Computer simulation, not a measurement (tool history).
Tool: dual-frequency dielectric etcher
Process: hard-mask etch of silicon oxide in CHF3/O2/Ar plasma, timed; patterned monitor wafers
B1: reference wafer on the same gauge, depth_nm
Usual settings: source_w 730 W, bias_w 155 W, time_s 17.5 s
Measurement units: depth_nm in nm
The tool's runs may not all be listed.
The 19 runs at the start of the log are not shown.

{"run": 20, "hour": 248.7, "source_w": 730, "bias_w": 173, "time_s": 17.5, "B1": 39.5, "depth_nm": 39.94}
{"hour": 278.6, "done": "upper electrode replaced"}
{"run": 21, "hour": 279.1, "source_w": 730, "bias_w": 155, "time_s": 17.5, "B1": 39.53, "depth_nm": 37.64}
{"run": 22, "hour": 279.4, "source_w": 730, "bias_w": 155, "time_s": 17.5, "B1": 39.47, "depth_nm": 37.52}
{"hour": 287.0, "done": "gauge calibrated"}
{"hour": 290.4, "done": "source power generator calibrated"}
{"run": 23, "hour": 290.9, "source_w": 630, "bias_w": 116, "time_s": 17.5, "B1": 39.49, "depth_nm": 29.25}
{"run": 24, "hour": 303.9, "source_w": 860, "bias_w": 117, "time_s": 22, "B1": 39.54, "depth_nm": 44.82}
{"run": 25, "hour": 311.5, "source_w": 730, "bias_w": 155, "time_s": 17.5, "B1": 39.49, "depth_nm": 37.56}
{"run": 26, "hour": 320.5, "source_w": 730, "bias_w": 155, "time_s": 20, "B1": 39.54, "depth_nm": 43.05}
{"run": 27, "hour": 348.1, "source_w": 860, "bias_w": 185, "time_s": 12.5, "B1": 39.49, "depth_nm": 32.21}
{"run": 28, "hour": 363.1, "source_w": 730, "bias_w": 155, "time_s": 17.5, "B1": 39.54, "depth_nm": 37.45}
{"run": 29, "hour": 400.1, "source_w": 880, "bias_w": 184, "time_s": 16, "B1": 39.51, "depth_nm": 41.47}
{"run": 30, "hour": 411.7, "source_w": 600, "bias_w": 166, "time_s": 16, "B1": 39.52, "depth_nm": 31.31}
{"run": 31, "hour": 429.2, "source_w": 790, "bias_w": 155, "time_s": 17.5, "B1": 39.52, "depth_nm": 38.96}

3 options for the next run, each taken on its own from the tool as it stands now. Forecast them:
{"run": "A", "hour": 429.6, "source_w": 730, "bias_w": 155, "time_s": 17.5, "B1": "?", "depth_nm": "?"}
{"run": "B", "hour": 429.6, "source_w": 640, "bias_w": 155, "time_s": 17.5, "B1": "?", "depth_nm": "?"}
{"run": "C", "hour": 429.6, "source_w": 730, "bias_w": 120, "time_s": 17.5, "B1": "?", "depth_nm": "?"}

run=A B1=39.53 depth_nm=37.23
run=B B1=39.53 depth_nm=34.2
run=C B1=39.53 depth_nm=32.48
Had the tool no hidden state, the same runs would have come out as:
run=A depth_nm=38.29
run=B depth_nm=35.17
run=C depth_nm=33.4
